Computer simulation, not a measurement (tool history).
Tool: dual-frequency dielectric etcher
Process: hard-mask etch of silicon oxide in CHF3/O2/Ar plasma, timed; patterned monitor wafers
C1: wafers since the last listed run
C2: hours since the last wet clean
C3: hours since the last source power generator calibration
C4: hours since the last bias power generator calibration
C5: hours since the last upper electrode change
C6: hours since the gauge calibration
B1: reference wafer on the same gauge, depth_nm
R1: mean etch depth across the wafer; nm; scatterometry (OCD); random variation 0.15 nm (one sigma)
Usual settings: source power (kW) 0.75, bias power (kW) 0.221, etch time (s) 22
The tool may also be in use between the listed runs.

Run 1, hour 0: usual settings but source power (kW) 0.84, bias power (kW) 0.207; C1 0; C2 209.9; C3 3883.2; C4 4777.3; C5 2936.3; C6 57.7; B1 53.3. Result: R1 58.4 nm.
Run 2, hour 7.8: usual settings but source power (kW) 0.84, bias power (kW) 0.207; C1 141; C2 217.7; C3 3891; C4 4785.1; C5 2944.1; C6 65.5; B1 53.4. Result: R1 58.4 nm.
Run 3, hour 16.8: usual settings; C1 163; C2 226.7; C3 3900; C4 4794.1; C5 2953.1; C6 74.5; B1 53.3. Result: R1 57.7 nm.
Run 4, hour 32.9: usual settings; C1 292; C2 242.8; C3 3916.1; C4 4810.2; C5 2969.2; C6 90.6; B1 53.3. Result: R1 57.7 nm.
Run 5, hour 45.1: usual settings; C1 221; C2 255; C3 3928.3; C4 4822.4; C5 2981.4; C6 102.8; B1 53.3. Result: R1 57.8 nm.
Run 6, hour 61.3: usual settings; C1 294; C2 271.2; C3 3944.5; C4 4838.6; C5 2997.6; C6 119; B1 53.3. Result: R1 57.8 nm.
Run 7, hour 74: usual settings; C1 231; C2 283.9; C3 3957.2; C4 4851.3; C5 3010.3; C6 131.7; B1 53.2. Result: R1 57.8 nm.
Run 8, hour 81.1: usual settings but etch time (s) 19.5; C1 129; C2 291; C3 3964.3; C4 4858.4; C5 3017.4; C6 138.8; B1 53.3. Result: R1 51.3 nm.
At hour 107.4: upper electrode replaced.
Run 9, hour 107.9: usual settings but etch time (s) 19.5; C1 50; C2 317.8; C3 3991.1; C4 4885.2; C5 0.5; C6 165.6; B1 53.4. Result: R1 51.5 nm.
Run 10, hour 108.2: usual settings but etch time (s) 19.5; C1 5; C2 318.1; C3 3991.4; C4 4885.5; C5 0.8; C6 165.9; B1 53.3. Result: R1 51.5 nm.
Run 11, hour 114.1: usual settings but etch time (s) 24.5; C1 107; C2 324; C3 3997.3; C4 4891.4; C5 6.7; C6 171.8; B1 53.4. Result: R1 64.4 nm.
Run 12, hour 125.9: usual settings but etch time (s) 24.5; C1 214; C2 335.8; C3 4009.1; C4 4903.2; C5 18.5; C6 183.6; B1 53.3. Result: R1 64.5 nm.
Run 13, hour 136.1: usual settings; C1 185; C2 346; C3 4019.3; C4 4913.4; C5 28.7; C6 193.8; B1 53.3. Result: R1 58.1 nm.
At hour 145.8: bias power generator calibrated.
Run 14, hour 148.5: usual settings; C1 152; C2 358.4; C3 4031.7; C4 2.7; C5 41.1; C6 206.2; B1 53.3. Result: R1 58.2 nm.
At hour 161.5: source power generator calibrated.
Run 15, hour 164.1: usual settings but source power (kW) 0.94, bias power (kW) 0.172; C1 210; C2 374; C3 2.6; C4 18.3; C5 56.7; C6 221.8; B1 53.3. Result: R1 58 nm.
Run 16, hour 179.4: usual settings but source power (kW) 0.65, bias power (kW) 0.19, etch time (s) 26.5; C1 278; C2 389.3; C3 17.9; C4 33.6; C5 72; C6 237.1; B1 53.3. Result: R1 65.3 nm.
Run 17, hour 196.9: usual settings but source power (kW) 0.64; C1 318; C2 406.8; C3 35.4; C4 51.1; C5 89.5; C6 254.6; B1 53.3. Result: R1 56 nm.
Run 18, hour 210.1: usual settings but source power (kW) 0.94; C1 240; C2 420; C3 48.6; C4 64.3; C5 102.7; C6 267.8; B1 53.3. Result: R1 61.8 nm.
Run 19, hour 220.7: usual settings; C1 192; C2 430.6; C3 59.2; C4 74.9; C5 113.3; C6 278.4; B1 53.2. Result: R1 58.2 nm.
At hour 232.6: gauge calibrated.
At hour 248.9: wet clean of the chamber.
Run 20, hour 249.4: usual settings; C1 85; C2 0.5; C3 87.9; C4 103.6; C5 142; C6 16.8; B1 53.3. Result: R1 56.6 nm.
Run 21, hour 249.7: usual settings but etch time (s) 19; C1 5; C2 0.8; C3 88.2; C4 103.9; C5 142.3; C6 17.1; B1 53.3. Result: R1 48.7 nm.
Run 22, hour 252: usual settings; C1 41; C2 3.1; C3 90.5; C4 106.2; C5 144.6; C6 19.4; B1 53.2. Result: R1 56.8 nm.
Run 23, hour 259.6: usual settings but source power (kW) 0.67, etch time (s) 24; C1 138; C2 10.7; C3 98.1; C4 113.8; C5 152.2; C6 27; B1 53.3. Result: R1 60.3 nm.
Run 24, hour 266.6: usual settings but source power (kW) 0.89, etch time (s) 17; C1 127; C2 17.7; C3 105.1; C4 120.8; C5 159.2; C6 34; B1 53.3. Result: R1 45.7 nm.
Run 25, hour 277.9: usual settings but source power (kW) 0.84, bias power (kW) 0.255; C1 205; C2 29; C3 116.4; C4 132.1; C5 170.5; C6 45.3; B1 53.3. Result: R1 60.2 nm.
Run 26, hour 287.9: usual settings but bias power (kW) 0.239, etch time (s) 18.5; C1 181; C2 39; C3 126.4; C4 142.1; C5 180.5; C6 55.3; B1 53.3. Result: R1 48.6 nm.
Run 27, hour 319.4: usual settings but etch time (s) 18; C1 572; C2 70.5; C3 157.9; C4 173.6; C5 212; C6 86.8; B1 53.3. Result: R1 46.6 nm.
Run 28, hour 327.9: usual settings but bias power (kW) 0.271; C1 154; C2 79; C3 166.4; C4 182.1; C5 220.5; C6 95.3; B1 53.3. Result: R1 60 nm.
Run 29, hour 344.7: usual settings; C1 305; C2 95.8; C3 183.2; C4 198.9; C5 237.3; C6 112.1; B1 53.3. Result: R1 56.8 nm.

Forecast each of these 5 alternatives for the next run:
Run A, hour 345.1: usual settings but etch time (s) 18.5; C1 7; C2 96.2; C3 183.6; C4 199.3; C5 237.7; C6 112.5; B1 ?. Result: R1 ?.
Run B, hour 345.1: usual settings but source power (kW) 0.91, bias power (kW) 0.244, etch time (s) 28.5; C1 7; C2 96.2; C3 183.6; C4 199.3; C5 237.7; C6 112.5; B1 ?. Result: R1 ?.
Run C, hour 345.1: usual settings but source power (kW) 0.93, etch time (s) 25.5; C1 7; C2 96.2; C3 183.6; C4 199.3; C5 237.7; C6 112.5; B1 ?. Result: R1 ?.
Run D, hour 345.1: usual settings but source power (kW) 0.89, bias power (kW) 0.166, etch time (s) 24.5; C1 7; C2 96.2; C3 183.6; C4 199.3; C5 237.7; C6 112.5; B1 ?. Result: R1 ?.
Run E, hour 345.1: usual settings but source power (kW) 0.65, etch time (s) 20; C1 7; C2 96.2; C3 183.6; C4 199.3; C5 237.7; C6 112.5; B1 ?. Result: R1 ?.

run    B1    R1
  A  53.3  47.9
  B  53.3  79.5
  C  53.3  69.7
  D  53.3  61.9
  E  53.3    50
Without the tool's hidden state the same runs would have given:
run    R1
  A  47.6
  B    79
  C  69.3
  D  61.5
  E  49.7
